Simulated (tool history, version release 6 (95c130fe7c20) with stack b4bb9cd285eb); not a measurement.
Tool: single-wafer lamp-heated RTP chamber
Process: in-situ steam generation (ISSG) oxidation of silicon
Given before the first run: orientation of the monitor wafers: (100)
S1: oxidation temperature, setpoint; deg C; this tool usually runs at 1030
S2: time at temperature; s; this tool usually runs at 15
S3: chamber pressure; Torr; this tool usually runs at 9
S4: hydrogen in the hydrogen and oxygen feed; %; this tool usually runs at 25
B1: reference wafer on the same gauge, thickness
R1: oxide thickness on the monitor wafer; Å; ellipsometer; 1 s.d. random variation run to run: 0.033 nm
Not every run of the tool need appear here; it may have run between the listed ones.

Run 1, hour 0: usual settings; B1 6.407. Result: R1 56.73 Å.
Run 2, hour 96.8: usual settings; B1 6.391. Result: R1 56.9 Å.
Run 3, hour 155: usual settings; B1 6.403. Result: R1 57.08 Å.
Run 4, hour 258.9: usual settings; B1 6.394. Result: R1 57.65 Å.
Run 5, hour 317.3: usual settings; B1 6.398. Result: R1 58.2 Å.
At hour 332.2: pyrometer window cleaned and pyrometer calibrated.
Run 6, hour 404.9: usual settings but S3 8.6 Torr; B1 6.394. Result: R1 56.98 Å.
Run 7, hour 456.1: usual settings but S3 8.6 Torr; B1 6.403. Result: R1 56.24 Å.
Run 8, hour 530.4: usual settings but S3 8.6 Torr; B1 6.411. Result: R1 56.88 Å.
Run 9, hour 580.6: usual settings; B1 6.406. Result: R1 55.78 Å.
Run 10, hour 639.3: usual settings; B1 6.396. Result: R1 56.58 Å.
Run 11, hour 723.1: usual settings; B1 6.394. Result: R1 57.82 Å.
Run 12, hour 873.8: usual settings but S1 1041 deg C, S3 7.9 Torr, S4 19 %; B1 6.403. Result: R1 57.6 Å.
At hour 890.8: pressure gauge zeroed.
At hour 910: pyrometer window cleaned and pyrometer calibrated.
Run 13, hour 942.6: usual settings; B1 6.409. Result: R1 56.7 Å.
At hour 969.6: hydrogen flow controller replaced.
Run 14, hour 991.1: usual settings; B1 6.4. Result: R1 56.49 Å.
Run 15, hour 1044.6: usual settings but S3 8 Torr, S4 32 %; B1 6.386. Result: R1 60.91 Å.
At hour 1122.3: gauge calibrated.
Run 16, hour 1137.7: usual settings; B1 6.418. Result: R1 57.06 Å.
Run 17, hour 1225.6: usual settings but S1 1010 deg C; B1 6.385. Result: R1 52 Å.
Run 18, hour 1332.6: usual settings but S2 12 s, S3 8.3 Torr; B1 6.392. Result: R1 52.31 Å.
Run 19, hour 1371.1: usual settings but S1 1019 deg C, S2 18 s, S3 10.1 Torr; B1 6.395. Result: R1 58.31 Å.
Run 20, hour 1455.4: usual settings but S4 20 %; B1 6.401. Result: R1 55.88 Å.

The next listed run, before its measurement:
At hour 1513.3: pyrometer window cleaned and pyrometer calibrated.
Run 21, hour 1518.9: usual settings; B1 ?. Result: R1 ?.

B1: 6.404
R1: 56.03 Å
If the tool had no hidden condition, the same run with the same run-to-run variation would have returned R1 56 Å.

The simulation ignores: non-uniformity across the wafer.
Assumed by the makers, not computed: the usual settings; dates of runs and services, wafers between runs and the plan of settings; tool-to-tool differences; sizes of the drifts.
